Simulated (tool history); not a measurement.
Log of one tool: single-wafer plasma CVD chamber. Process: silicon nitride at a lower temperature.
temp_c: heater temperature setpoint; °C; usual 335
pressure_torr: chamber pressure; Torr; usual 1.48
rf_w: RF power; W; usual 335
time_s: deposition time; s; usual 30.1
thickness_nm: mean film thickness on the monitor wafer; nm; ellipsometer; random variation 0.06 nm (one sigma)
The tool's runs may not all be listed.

run   hour  temp_c  pressure_torr  rf_w  time_s  read-back reference wafer on the same gauge, thickness_nm  thickness_nm
  1    0.0     335           1.48   335    30.1                                                     42.426        39.485
  2   12.2     335           1.48   335    30.1                                                     42.398        39.574
  3   21.9     335           1.48   335    30.1                                                     42.397        39.561
  4   30.1     335           1.48   335    30.1                                                     42.417        39.522
      40.5  -- thermocouple changed; heater temperature recalibrated
  5   41.0     326           1.48   335    26.2                                                     42.408        34.645
  6   48.5     335           1.48   335    30.1                                                     42.410        39.637
  7   61.8     324           1.18   335    30.1                                                     42.411        38.216
  8  105.1     349           1.29   395    30.1                                                     42.404        40.600
     113.9  -- capacitance manometer re-zeroed and calibrated
     121.2  -- RF generator calibrated
     121.9  -- showerhead replaced
  9  122.4     344           1.48   315    30.1                                                     42.394        39.765
 10  134.7     335           1.48   295    30.1                                                     42.407        39.140
 11  147.2     335           1.12   335    30.1                                                     42.400        38.642
 12  162.4     335           1.48   335    30.1                                                     42.406        40.685
 13  178.3     346           1.34   335    28.1                                                     42.418        37.190
 14  190.6     347           1.48   335    34.9                                                     42.404        46.930
 15  200.4     335           1.48   335    30.1                                                     42.387        40.677
 16  207.8     327           1.39   335    35.6                                                     42.420        47.736
     215.8  -- capacitance manometer re-zeroed and calibrated, repeated, since the last time left the tool worse
     220.6  -- gauge calibrated
 17  223.2     335           1.48   335    30.1                                                     42.394        39.970
 18  229.8     342           1.26   275    30.1                                                     42.384        36.352
 19  245.3     344           1.48   395    24.4                                                     42.407        34.091
 20  256.8     335           1.48   335    30.1                                                     42.397        40.106
 21  271.2     335           1.48   335    24.6                                                     42.416        32.777
 22  281.5     335           1.48   335    24.6                                                     42.395        32.714
 23  318.6     335           1.14   310    30.1                                                     42.390        37.154
 24  325.8     348           1.68   385    27.7                                                     42.404        39.077
 25  335.7     335           1.48   355    30.1                                                     42.376        40.546
 26  351.5     335           1.32   335    30.1                                                     42.415        39.040
 27  362.5     335           1.48   335    35.8                                                     42.410        47.427

Forecast each of these 5 alternatives for the next run:
  A  362.9     335           1.48   335    30.1                                                          ?             ?
  B  362.9     343           1.48   270    34.5                                                          ?             ?
  C  362.9     349           1.69   335    35.7                                                          ?             ?
  D  362.9     329           1.36   335    33.9                                                          ?             ?
  E  362.9     321           1.48   315    27.3                                                          ?             ?

run  read-back reference wafer on the same gauge, thickness_nm  thickness_nm
  A                                                     42.411        39.851
  B                                                     42.411        42.555
  C                                                     42.411        48.159
  D                                                     42.411        44.293
  E                                                     42.411        35.628
Without the tool's hidden state the same runs would have given:
run  thickness_nm
  A        39.968
  B        42.680
  C        48.298
  D        44.423
  E        35.732
